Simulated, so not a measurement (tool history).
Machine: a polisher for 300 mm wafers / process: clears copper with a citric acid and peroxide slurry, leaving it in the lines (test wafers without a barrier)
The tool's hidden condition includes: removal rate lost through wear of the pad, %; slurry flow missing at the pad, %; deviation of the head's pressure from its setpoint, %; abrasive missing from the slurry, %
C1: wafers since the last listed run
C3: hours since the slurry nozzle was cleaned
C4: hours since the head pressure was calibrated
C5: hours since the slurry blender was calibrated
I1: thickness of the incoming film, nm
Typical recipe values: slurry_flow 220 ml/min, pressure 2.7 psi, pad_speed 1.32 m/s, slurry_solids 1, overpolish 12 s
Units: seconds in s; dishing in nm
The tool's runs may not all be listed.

{"run": 1, "hour": 0.0, "slurry_flow": 160, "pressure": 3.2, "pad_speed": 1.32, "slurry_solids": 1, "overpolish": 12, "C1": 0, "wafers polished on this pad": 315, "C3": 645.2, "C4": 995.6, "C5": 142.6, "I1": 244.6, "seconds": 85, "dishing": 24.2}
{"run": 2, "hour": 18.7, "slurry_flow": 160, "pressure": 3.2, "pad_speed": 1.32, "slurry_solids": 1, "overpolish": 12, "C1": 116, "wafers polished on this pad": 432, "C3": 663.9, "C4": 1014.3, "C5": 161.3, "I1": 243, "seconds": 86.6, "dishing": 23.3}
{"hour": 24.6, "done": "slurry nozzle cleaned"}
{"run": 3, "hour": 70.3, "slurry_flow": 250, "pressure": 2.7, "pad_speed": 1.32, "slurry_solids": 1.15, "overpolish": 12, "C1": 315, "wafers polished on this pad": 748, "C3": 45.7, "C4": 1065.9, "C5": 212.9, "I1": 242.4, "seconds": 92.2, "dishing": 21.9}
{"run": 4, "hour": 92.0, "slurry_flow": 250, "pressure": 2.7, "pad_speed": 1.32, "slurry_solids": 1.15, "overpolish": 12, "C1": 135, "wafers polished on this pad": 883, "C3": 67.4, "C4": 1087.6, "C5": 234.6, "I1": 248.6, "seconds": 93.5, "dishing": 22.4}
{"run": 5, "hour": 112.3, "slurry_flow": 220, "pressure": 2.3, "pad_speed": 1.32, "slurry_solids": 1, "overpolish": 12, "C1": 126, "wafers polished on this pad": 1010, "C3": 87.7, "C4": 1107.9, "C5": 254.9, "I1": 243.4, "seconds": 112, "dishing": 18.4}
{"hour": 133.3, "done": "slurry blender recalibrated"}
{"run": 6, "hour": 133.8, "slurry_flow": 220, "pressure": 2.7, "pad_speed": 1.32, "slurry_solids": 1, "overpolish": 12, "C1": 121, "wafers polished on this pad": 1132, "C3": 109.2, "C4": 1129.4, "C5": 0.5, "I1": 245.4, "seconds": 97, "dishing": 21.1}
{"run": 7, "hour": 158.3, "slurry_flow": 280, "pressure": 2.7, "pad_speed": 1.32, "slurry_solids": 1, "overpolish": 8, "C1": 152, "wafers polished on this pad": 1285, "C3": 133.7, "C4": 1153.9, "C5": 25, "I1": 245.1, "seconds": 93.3, "dishing": 15.1}
{"run": 8, "hour": 170.4, "slurry_flow": 220, "pressure": 2.1, "pad_speed": 1.32, "slurry_solids": 1.25, "overpolish": 12, "C1": 75, "wafers polished on this pad": 1360, "C3": 145.8, "C4": 1166, "C5": 37.1, "I1": 241.4, "seconds": 117.6, "dishing": 17.6}
{"hour": 175.9, "done": "worn pad replaced by a new one"}
{"run": 9, "hour": 188.6, "slurry_flow": 165, "pressure": 2.7, "pad_speed": 1.32, "slurry_solids": 1, "overpolish": 12, "C1": 88, "wafers polished on this pad": 79, "C3": 164, "C4": 1184.2, "C5": 55.3, "I1": 242.8, "seconds": 99.8, "dishing": 20.6}
{"run": 10, "hour": 217.9, "slurry_flow": 265, "pressure": 2.7, "pad_speed": 1.32, "slurry_solids": 1, "overpolish": 12, "C1": 182, "wafers polished on this pad": 262, "C3": 193.3, "C4": 1213.5, "C5": 84.6, "I1": 244.5, "seconds": 92.1, "dishing": 21.8}
{"run": 11, "hour": 251.5, "slurry_flow": 220, "pressure": 2.7, "pad_speed": 1.32, "slurry_solids": 1, "overpolish": 14, "C1": 209, "wafers polished on this pad": 471, "C3": 226.9, "C4": 1247.1, "C5": 118.2, "I1": 245.4, "seconds": 95.8, "dishing": 24.6}
{"run": 12, "hour": 265.8, "slurry_flow": 220, "pressure": 2.7, "pad_speed": 1.32, "slurry_solids": 1, "overpolish": 12, "C1": 89, "wafers polished on this pad": 561, "C3": 241.2, "C4": 1261.4, "C5": 132.5, "I1": 242.8, "seconds": 95.8, "dishing": 21.2}
{"run": 13, "hour": 280.5, "slurry_flow": 220, "pressure": 2.7, "pad_speed": 1.32, "slurry_solids": 1, "overpolish": 12, "C1": 91, "wafers polished on this pad": 652, "C3": 255.9, "C4": 1276.1, "C5": 147.2, "I1": 248.8, "seconds": 99, "dishing": 20.9}
{"run": 14, "hour": 308.9, "slurry_flow": 220, "pressure": 2.7, "pad_speed": 1.48, "slurry_solids": 1, "overpolish": 12, "C1": 177, "wafers polished on this pad": 830, "C3": 284.3, "C4": 1304.5, "C5": 175.6, "I1": 242.6, "seconds": 86.1, "dishing": 23}
{"run": 15, "hour": 342.6, "slurry_flow": 220, "pressure": 2.7, "pad_speed": 1.32, "slurry_solids": 1, "overpolish": 12, "C1": 210, "wafers polished on this pad": 1040, "C3": 318, "C4": 1338.2, "C5": 209.3, "I1": 248, "seconds": 98, "dishing": 21.3}
{"hour": 364.2, "done": "head pressure recalibrated"}
{"hour": 403.8, "done": "slurry blender recalibrated"}
{"run": 16, "hour": 444.6, "slurry_flow": 220, "pressure": 2, "pad_speed": 0.96, "slurry_solids": 1, "overpolish": 19, "C1": 611, "wafers polished on this pad": 1652, "C3": 420, "C4": 80.4, "C5": 40.8, "I1": 245, "seconds": 163, "dishing": 19.5}
{"hour": 463.6, "done": "worn pad replaced by a new one"}
{"run": 17, "hour": 473.9, "slurry_flow": 220, "pressure": 3.2, "pad_speed": 1.32, "slurry_solids": 0.75, "overpolish": 17, "C1": 157, "wafers polished on this pad": 64, "C3": 449.3, "C4": 109.7, "C5": 70.1, "I1": 243.9, "seconds": 80.7, "dishing": 33.8}
{"run": 18, "hour": 487.5, "slurry_flow": 275, "pressure": 2.7, "pad_speed": 1.56, "slurry_solids": 1, "overpolish": 5, "C1": 84, "wafers polished on this pad": 149, "C3": 462.9, "C4": 123.3, "C5": 83.7, "I1": 243.6, "seconds": 76.9, "dishing": 11.6}
{"run": 19, "hour": 522.4, "slurry_flow": 250, "pressure": 2.7, "pad_speed": 1.32, "slurry_solids": 0.9, "overpolish": 12, "C1": 217, "wafers polished on this pad": 367, "C3": 497.8, "C4": 158.2, "C5": 118.6, "I1": 248.1, "seconds": 94.1, "dishing": 22}
{"run": 20, "hour": 540.6, "slurry_flow": 220, "pressure": 3, "pad_speed": 1.32, "slurry_solids": 1, "overpolish": 12, "C1": 113, "wafers polished on this pad": 480, "C3": 516, "C4": 176.4, "C5": 136.8, "I1": 248.3, "seconds": 84.8, "dishing": 23.8}
{"run": 21, "hour": 569.4, "slurry_flow": 220, "pressure": 2.3, "pad_speed": 1.72, "slurry_solids": 1.25, "overpolish": 8, "C1": 179, "wafers polished on this pad": 660, "C3": 544.8, "C4": 205.2, "C5": 165.6, "I1": 246.4, "seconds": 82.9, "dishing": 16.5}
{"hour": 595.3, "done": "slurry nozzle cleaned"}
{"run": 22, "hour": 603.3, "slurry_flow": 220, "pressure": 3.6, "pad_speed": 1.06, "slurry_solids": 1, "overpolish": 12, "C1": 205, "wafers polished on this pad": 866, "C3": 8, "C4": 239.1, "C5": 199.5, "I1": 244.3, "seconds": 86.4, "dishing": 23}
{"run": 23, "hour": 626.2, "slurry_flow": 220, "pressure": 2.7, "pad_speed": 1.32, "slurry_solids": 1, "overpolish": 12, "C1": 142, "wafers polished on this pad": 1009, "C3": 30.9, "C4": 262, "C5": 222.4, "I1": 242.7, "seconds": 91.5, "dishing": 21.5}
{"run": 24, "hour": 646.4, "slurry_flow": 220, "pressure": 2.7, "pad_speed": 1.32, "slurry_solids": 1, "overpolish": 12, "C1": 126, "wafers polished on this pad": 1135, "C3": 51.1, "C4": 282.2, "C5": 242.6, "I1": 243.3, "seconds": 91.9, "dishing": 21.8}
{"hour": 654.6, "done": "slurry blender recalibrated"}
{"run": 25, "hour": 669.2, "slurry_flow": 185, "pressure": 3.3, "pad_speed": 1.32, "slurry_solids": 0.9, "overpolish": 10, "C1": 129, "wafers polished on this pad": 1265, "C3": 73.9, "C4": 305, "C5": 14.6, "I1": 244.4, "seconds": 79.9, "dishing": 21}
{"run": 26, "hour": 699.1, "slurry_flow": 220, "pressure": 2.7, "pad_speed": 1.32, "slurry_solids": 0.8, "overpolish": 14, "C1": 186, "wafers polished on this pad": 1451, "C3": 103.8, "C4": 334.9, "C5": 44.5, "I1": 241.5, "seconds": 95.3, "dishing": 24.2}
{"hour": 710.5, "done": "worn pad replaced by a new one"}
{"run": 27, "hour": 712.4, "slurry_flow": 220, "pressure": 2.7, "pad_speed": 1.32, "slurry_solids": 0.8, "overpolish": 9, "C1": 58, "wafers polished on this pad": 11, "C3": 117.1, "C4": 348.2, "C5": 57.8, "I1": 244.6, "seconds": 99.8, "dishing": 15.7}
{"run": 28, "hour": 744.0, "slurry_flow": 220, "pressure": 2.2, "pad_speed": 1.32, "slurry_solids": 1.1, "overpolish": 12, "C1": 197, "wafers polished on this pad": 208, "C3": 148.7, "C4": 379.8, "C5": 89.4, "I1": 243.8, "seconds": 112.2, "dishing": 18}

Alternative continuations, all from the tool just after run 28; predict every row:
{"run": "A", "hour": 744.5, "slurry_flow": 220, "pressure": 2.7, "pad_speed": 1.32, "slurry_solids": 1, "overpolish": 16, "C1": 3, "wafers polished on this pad": 211, "C3": 149.2, "C4": 380.3, "C5": 89.9, "I1": 248, "seconds": "?", "dishing": "?"}
{"run": "B", "hour": 744.5, "slurry_flow": 220, "pressure": 2.7, "pad_speed": 0.94, "slurry_solids": 1, "overpolish": 12, "C1": 3, "wafers polished on this pad": 211, "C3": 149.2, "C4": 380.3, "C5": 89.9, "I1": 248, "seconds": "?", "dishing": "?"}
{"run": "C", "hour": 744.5, "slurry_flow": 220, "pressure": 3.3, "pad_speed": 1, "slurry_solids": 1, "overpolish": 12, "C1": 3, "wafers polished on this pad": 211, "C3": 149.2, "C4": 380.3, "C5": 89.9, "I1": 248, "seconds": "?", "dishing": "?"}
{"run": "D", "hour": 744.5, "slurry_flow": 220, "pressure": 3.2, "pad_speed": 1.08, "slurry_solids": 1, "overpolish": 15, "C1": 3, "wafers polished on this pad": 211, "C3": 149.2, "C4": 380.3, "C5": 89.9, "I1": 248, "seconds": "?", "dishing": "?"}

run=A seconds=96.7 dishing=27.3
run=B seconds=131.3 dishing=16
run=C seconds=102.2 dishing=20.2
run=D seconds=98.3 dishing=25.6
With no hidden state in the tool, these same runs would have given:
run=A seconds=90.3 dishing=29.1
run=B seconds=122.7 dishing=17.1
run=C seconds=95.5 dishing=21.6
run=D seconds=91.8 dishing=27.3
